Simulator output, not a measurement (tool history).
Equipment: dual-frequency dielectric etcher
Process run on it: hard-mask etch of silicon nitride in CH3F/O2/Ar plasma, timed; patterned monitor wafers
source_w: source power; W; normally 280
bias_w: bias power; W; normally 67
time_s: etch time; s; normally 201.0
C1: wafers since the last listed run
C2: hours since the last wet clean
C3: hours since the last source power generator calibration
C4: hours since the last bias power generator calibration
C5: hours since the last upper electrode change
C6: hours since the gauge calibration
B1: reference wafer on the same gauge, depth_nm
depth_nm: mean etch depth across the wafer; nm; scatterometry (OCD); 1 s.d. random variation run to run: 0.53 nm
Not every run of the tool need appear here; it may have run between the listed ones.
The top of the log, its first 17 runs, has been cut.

{"run": 18, "hour": 234.7, "source_w": 340, "bias_w": 57, "time_s": 157.0, "C1": 24, "C2": 4.2, "C3": 1826.8, "C4": 181.3, "C5": 107.4, "C6": 325.3, "B1": 125.0, "depth_nm": 94.7}
{"run": 19, "hour": 243.6, "source_w": 280, "bias_w": 67, "time_s": 201.0, "C1": 66, "C2": 13.1, "C3": 1835.7, "C4": 190.2, "C5": 116.3, "C6": 334.2, "B1": 125.0, "depth_nm": 121.5}
{"run": 20, "hour": 261.1, "source_w": 280, "bias_w": 56, "time_s": 201.0, "C1": 131, "C2": 30.6, "C3": 1853.2, "C4": 207.7, "C5": 133.8, "C6": 351.7, "B1": 125.0, "depth_nm": 109.2}
{"hour": 284.4, "done": "gauge calibrated"}
{"run": 21, "hour": 288.0, "source_w": 280, "bias_w": 53, "time_s": 201.0, "C1": 202, "C2": 57.5, "C3": 1880.1, "C4": 234.6, "C5": 160.7, "C6": 3.6, "B1": 125.1, "depth_nm": 106.7}
{"run": 22, "hour": 304.4, "source_w": 280, "bias_w": 67, "time_s": 201.0, "C1": 123, "C2": 73.9, "C3": 1896.5, "C4": 251.0, "C5": 177.1, "C6": 20.0, "B1": 125.0, "depth_nm": 121.2}
{"run": 23, "hour": 311.2, "source_w": 230, "bias_w": 56, "time_s": 201.0, "C1": 51, "C2": 80.7, "C3": 1903.3, "C4": 257.8, "C5": 183.9, "C6": 26.8, "B1": 125.1, "depth_nm": 101.4}
{"run": 24, "hour": 325.2, "source_w": 230, "bias_w": 67, "time_s": 201.0, "C1": 105, "C2": 94.7, "C3": 1917.3, "C4": 271.8, "C5": 197.9, "C6": 40.8, "B1": 125.0, "depth_nm": 111.9}
{"hour": 339.9, "done": "source power generator calibrated"}
{"run": 25, "hour": 344.7, "source_w": 330, "bias_w": 74, "time_s": 233.0, "C1": 116, "C2": 114.2, "C3": 4.8, "C4": 291.3, "C5": 217.4, "C6": 60.3, "B1": 125.0, "depth_nm": 157.8}
{"run": 26, "hour": 389.7, "source_w": 300, "bias_w": 77, "time_s": 249.0, "C1": 338, "C2": 159.2, "C3": 49.8, "C4": 336.3, "C5": 262.4, "C6": 105.3, "B1": 124.9, "depth_nm": 166.9}
{"run": 27, "hour": 401.5, "source_w": 240, "bias_w": 75, "time_s": 179.5, "C1": 88, "C2": 171.0, "C3": 61.6, "C4": 348.1, "C5": 274.2, "C6": 117.1, "B1": 125.0, "depth_nm": 106.8}
{"run": 28, "hour": 416.0, "source_w": 280, "bias_w": 67, "time_s": 201.0, "C1": 108, "C2": 185.5, "C3": 76.1, "C4": 362.6, "C5": 288.7, "C6": 131.6, "B1": 124.9, "depth_nm": 122.3}
{"run": 29, "hour": 423.3, "source_w": 280, "bias_w": 67, "time_s": 201.0, "C1": 54, "C2": 192.8, "C3": 83.4, "C4": 369.9, "C5": 296.0, "C6": 138.9, "B1": 124.9, "depth_nm": 121.3}
{"run": 30, "hour": 430.9, "source_w": 340, "bias_w": 58, "time_s": 201.0, "C1": 57, "C2": 200.4, "C3": 91.0, "C4": 377.5, "C5": 303.6, "C6": 146.5, "B1": 125.0, "depth_nm": 122.5}
{"run": 31, "hour": 476.5, "source_w": 280, "bias_w": 75, "time_s": 201.0, "C1": 342, "C2": 246.0, "C3": 136.6, "C4": 423.1, "C5": 349.2, "C6": 192.1, "B1": 125.0, "depth_nm": 127.6}

Each row is a separate what-if for the run after 31, all from the same tool condition, not one after another. Results?
{"run": "A", "hour": 477.0, "source_w": 280, "bias_w": 74, "time_s": 201.0, "C1": 3, "C2": 246.5, "C3": 137.1, "C4": 423.6, "C5": 349.7, "C6": 192.6, "B1": "?", "depth_nm": "?"}
{"run": "B", "hour": 477.0, "source_w": 280, "bias_w": 67, "time_s": 261.0, "C1": 3, "C2": 246.5, "C3": 137.1, "C4": 423.6, "C5": 349.7, "C6": 192.6, "B1": "?", "depth_nm": "?"}
{"run": "C", "hour": 477.0, "source_w": 280, "bias_w": 81, "time_s": 201.0, "C1": 3, "C2": 246.5, "C3": 137.1, "C4": 423.6, "C5": 349.7, "C6": 192.6, "B1": "?", "depth_nm": "?"}

run=A B1=125.0 depth_nm=127.8
run=B B1=125.0 depth_nm=157.8
run=C B1=125.0 depth_nm=133.7
Had the tool no hidden state, the same runs would have come out as:
run=A depth_nm=127.8
run=B depth_nm=157.8
run=C depth_nm=133.7
